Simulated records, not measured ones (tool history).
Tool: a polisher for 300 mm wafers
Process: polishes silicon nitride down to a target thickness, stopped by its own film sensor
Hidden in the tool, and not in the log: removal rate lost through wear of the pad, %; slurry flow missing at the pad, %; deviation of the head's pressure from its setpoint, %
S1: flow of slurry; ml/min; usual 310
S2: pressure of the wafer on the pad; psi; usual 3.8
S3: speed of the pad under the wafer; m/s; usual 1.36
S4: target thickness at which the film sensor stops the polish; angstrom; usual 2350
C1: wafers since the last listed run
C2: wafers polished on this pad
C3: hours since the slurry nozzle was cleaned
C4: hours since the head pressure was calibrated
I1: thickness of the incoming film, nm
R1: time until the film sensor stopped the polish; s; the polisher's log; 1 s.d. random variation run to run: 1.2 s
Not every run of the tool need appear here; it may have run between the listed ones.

{"run": 1, "hour": 0.0, "S1": 310, "S2": 3.8, "S3": 1.36, "S4": 2350, "C1": 0, "C2": 1693, "C3": 18.2, "C4": 202.7, "I1": 540, "R1": 122.3}
{"hour": 81.2, "done": "worn pad replaced by a new one"}
{"run": 2, "hour": 152.3, "S1": 370, "S2": 3.8, "S3": 1.36, "S4": 2350, "C1": 892, "C2": 428, "C3": 170.5, "C4": 355, "I1": 536.6, "R1": 114.4}
{"run": 3, "hour": 218.3, "S1": 370, "S2": 3.8, "S3": 1.36, "S4": 2350, "C1": 397, "C2": 825, "C3": 236.5, "C4": 421, "I1": 522.1, "R1": 110.9}
{"run": 4, "hour": 254.3, "S1": 310, "S2": 3.8, "S3": 1.36, "S4": 2350, "C1": 216, "C2": 1041, "C3": 272.5, "C4": 457, "I1": 534.7, "R1": 119.6}
{"run": 5, "hour": 278.7, "S1": 310, "S2": 3.8, "S3": 1.36, "S4": 2350, "C1": 146, "C2": 1188, "C3": 296.9, "C4": 481.4, "I1": 528.7, "R1": 120.8}
{"run": 6, "hour": 336.4, "S1": 310, "S2": 3.8, "S3": 1.36, "S4": 2350, "C1": 347, "C2": 1535, "C3": 354.6, "C4": 539.1, "I1": 530.1, "R1": 124.7}
{"run": 7, "hour": 389.1, "S1": 310, "S2": 3.8, "S3": 1.36, "S4": 2350, "C1": 317, "C2": 1852, "C3": 407.3, "C4": 591.8, "I1": 526.6, "R1": 121.7}
{"run": 8, "hour": 439.5, "S1": 310, "S2": 3.8, "S3": 1.36, "S4": 2350, "C1": 303, "C2": 2156, "C3": 457.7, "C4": 642.2, "I1": 537.7, "R1": 134.3}
{"hour": 454.9, "done": "slurry nozzle cleaned"}
{"hour": 474.7, "done": "worn pad replaced by a new one"}
{"run": 9, "hour": 511.4, "S1": 310, "S2": 3.8, "S3": 1.36, "S4": 2350, "C1": 402, "C2": 221, "C3": 56.5, "C4": 714.1, "I1": 524.6, "R1": 108.5}
{"hour": 563.4, "done": "head pressure recalibrated"}
{"run": 10, "hour": 582.5, "S1": 310, "S2": 3.8, "S3": 1.36, "S4": 2350, "C1": 415, "C2": 636, "C3": 127.6, "C4": 19.1, "I1": 534.6, "R1": 115.5}
{"run": 11, "hour": 610.4, "S1": 310, "S2": 3.8, "S3": 1.36, "S4": 2350, "C1": 167, "C2": 804, "C3": 155.5, "C4": 47, "I1": 531.4, "R1": 115.6}
{"run": 12, "hour": 680.9, "S1": 310, "S2": 3.8, "S3": 1.36, "S4": 2870, "C1": 424, "C2": 1228, "C3": 226, "C4": 117.5, "I1": 538.9, "R1": 105.3}
{"run": 13, "hour": 722.3, "S1": 310, "S2": 3.8, "S3": 1.36, "S4": 2870, "C1": 249, "C2": 1478, "C3": 267.4, "C4": 158.9, "I1": 527.8, "R1": 99.8}
{"run": 14, "hour": 758.8, "S1": 310, "S2": 3.8, "S3": 1.36, "S4": 3160, "C1": 219, "C2": 1697, "C3": 303.9, "C4": 195.4, "I1": 535.1, "R1": 93.1}
{"run": 15, "hour": 800.9, "S1": 310, "S2": 3.8, "S3": 1.36, "S4": 3160, "C1": 253, "C2": 1950, "C3": 346, "C4": 237.5, "I1": 536.2, "R1": 95.4}
{"run": 16, "hour": 829.7, "S1": 375, "S2": 3.8, "S3": 1.36, "S4": 2350, "C1": 173, "C2": 2124, "C3": 374.8, "C4": 266.3, "I1": 536.4, "R1": 130.2}
{"run": 17, "hour": 887.0, "S1": 375, "S2": 3.8, "S3": 1.36, "S4": 2350, "C1": 344, "C2": 2469, "C3": 432.1, "C4": 323.6, "I1": 537.8, "R1": 130.7}
{"hour": 919.5, "done": "slurry nozzle cleaned"}
{"hour": 922.2, "done": "worn pad replaced by a new one"}
{"run": 18, "hour": 924.7, "S1": 370, "S2": 3.8, "S3": 1.36, "S4": 2350, "C1": 204, "C2": 15, "C3": 5.2, "C4": 361.3, "I1": 539.4, "R1": 108.7}
{"run": 19, "hour": 987.9, "S1": 205, "S2": 4.6, "S3": 1.72, "S4": 1800, "C1": 380, "C2": 395, "C3": 68.4, "C4": 424.5, "I1": 521.2, "R1": 93.7}
{"run": 20, "hour": 1059.0, "S1": 380, "S2": 3.8, "S3": 0.98, "S4": 2350, "C1": 427, "C2": 823, "C3": 139.5, "C4": 495.6, "I1": 527.4, "R1": 145.5}
{"run": 21, "hour": 1116.0, "S1": 415, "S2": 3.8, "S3": 1.16, "S4": 1330, "C1": 342, "C2": 1166, "C3": 196.5, "C4": 552.6, "I1": 525.8, "R1": 177.7}
{"run": 22, "hour": 1174.5, "S1": 350, "S2": 2.8, "S3": 0.94, "S4": 1740, "C1": 351, "C2": 1518, "C3": 255, "C4": 611.1, "I1": 524.4, "R1": 264.1}
{"run": 23, "hour": 1237.2, "S1": 310, "S2": 3.8, "S3": 1.36, "S4": 2350, "C1": 377, "C2": 1895, "C3": 317.7, "C4": 673.8, "I1": 526.8, "R1": 125.5}
{"hour": 1288.0, "done": "worn pad replaced by a new one"}
{"run": 24, "hour": 1293.2, "S1": 310, "S2": 3.8, "S3": 1.74, "S4": 3100, "C1": 312, "C2": 31, "C3": 373.7, "C4": 729.8, "I1": 529.9, "R1": 69.8}
{"hour": 1336.0, "done": "head pressure recalibrated"}
{"run": 25, "hour": 1336.5, "S1": 310, "S2": 3.8, "S3": 1.08, "S4": 3080, "C1": 248, "C2": 279, "C3": 417, "C4": 0.5, "I1": 530.5, "R1": 106.6}
{"hour": 1353.8, "done": "slurry nozzle cleaned"}
{"run": 26, "hour": 1402.0, "S1": 310, "S2": 4.9, "S3": 1.36, "S4": 3270, "C1": 388, "C2": 668, "C3": 48.2, "C4": 66, "I1": 535.1, "R1": 61.7}
{"run": 27, "hour": 1461.2, "S1": 350, "S2": 3.8, "S3": 1.56, "S4": 1660, "C1": 356, "C2": 1024, "C3": 107.4, "C4": 125.2, "I1": 522.1, "R1": 123.4}
{"run": 28, "hour": 1502.4, "S1": 310, "S2": 3.8, "S3": 1.72, "S4": 2350, "C1": 247, "C2": 1272, "C3": 148.6, "C4": 166.4, "I1": 532.3, "R1": 98.8}
{"run": 29, "hour": 1571.5, "S1": 340, "S2": 4.2, "S3": 1.02, "S4": 3350, "C1": 415, "C2": 1687, "C3": 217.7, "C4": 235.5, "I1": 520, "R1": 84.8}
{"run": 30, "hour": 1664.7, "S1": 310, "S2": 3.8, "S3": 1.36, "S4": 1950, "C1": 560, "C2": 2248, "C3": 310.9, "C4": 328.7, "I1": 525.6, "R1": 142.2}
{"hour": 1711.0, "done": "worn pad replaced by a new one"}
{"run": 31, "hour": 1711.5, "S1": 340, "S2": 4.4, "S3": 0.88, "S4": 3140, "C1": 257, "C2": 3, "C3": 357.7, "C4": 375.5, "I1": 536.8, "R1": 103.3}
{"hour": 1733.5, "done": "slurry nozzle cleaned"}
{"run": 32, "hour": 1749.4, "S1": 310, "S2": 3.1, "S3": 1.36, "S4": 2350, "C1": 222, "C2": 225, "C3": 15.9, "C4": 413.4, "I1": 533.6, "R1": 134.8}
{"run": 33, "hour": 1788.6, "S1": 310, "S2": 3.8, "S3": 1.74, "S4": 3100, "C1": 235, "C2": 461, "C3": 55.1, "C4": 452.6, "I1": 526.5, "R1": 67.8}
{"run": 34, "hour": 1817.0, "S1": 260, "S2": 3.3, "S3": 1.5, "S4": 2350, "C1": 170, "C2": 632, "C3": 83.5, "C4": 481, "I1": 523.7, "R1": 121.5}
{"run": 35, "hour": 1884.1, "S1": 310, "S2": 3.8, "S3": 1.36, "S4": 2350, "C1": 403, "C2": 1035, "C3": 150.6, "C4": 548.1, "I1": 531.4, "R1": 117.4}
{"run": 36, "hour": 1952.8, "S1": 310, "S2": 4.3, "S3": 1.36, "S4": 2350, "C1": 413, "C2": 1449, "C3": 219.3, "C4": 616.8, "I1": 533.4, "R1": 110}
{"run": 37, "hour": 1985.9, "S1": 310, "S2": 3.8, "S3": 1.36, "S4": 2350, "C1": 199, "C2": 1648, "C3": 252.4, "C4": 649.9, "I1": 537.6, "R1": 124.4}

What if the next run were any one of these 3? Each begins from the tool's condition after run 37:
{"run": "A", "hour": 1986.4, "S1": 310, "S2": 3.8, "S3": 1.36, "S4": 2350, "C1": 3, "C2": 1651, "C3": 252.9, "C4": 650.4, "I1": 530.9, "R1": "?"}
{"run": "B", "hour": 1986.4, "S1": 310, "S2": 3.8, "S3": 1.2, "S4": 2350, "C1": 3, "C2": 1651, "C3": 252.9, "C4": 650.4, "I1": 530.9, "R1": "?"}
{"run": "C", "hour": 1986.4, "S1": 365, "S2": 3.8, "S3": 1.36, "S4": 2350, "C1": 3, "C2": 1651, "C3": 252.9, "C4": 650.4, "I1": 530.9, "R1": "?"}

run=A R1=124.6
run=B R1=137.8
run=C R1=121.7
Take away the tool's hidden state, keep each run's random variation, and the runs would have read:
run=A R1=107.8
run=B R1=119.2
run=C R1=106.3

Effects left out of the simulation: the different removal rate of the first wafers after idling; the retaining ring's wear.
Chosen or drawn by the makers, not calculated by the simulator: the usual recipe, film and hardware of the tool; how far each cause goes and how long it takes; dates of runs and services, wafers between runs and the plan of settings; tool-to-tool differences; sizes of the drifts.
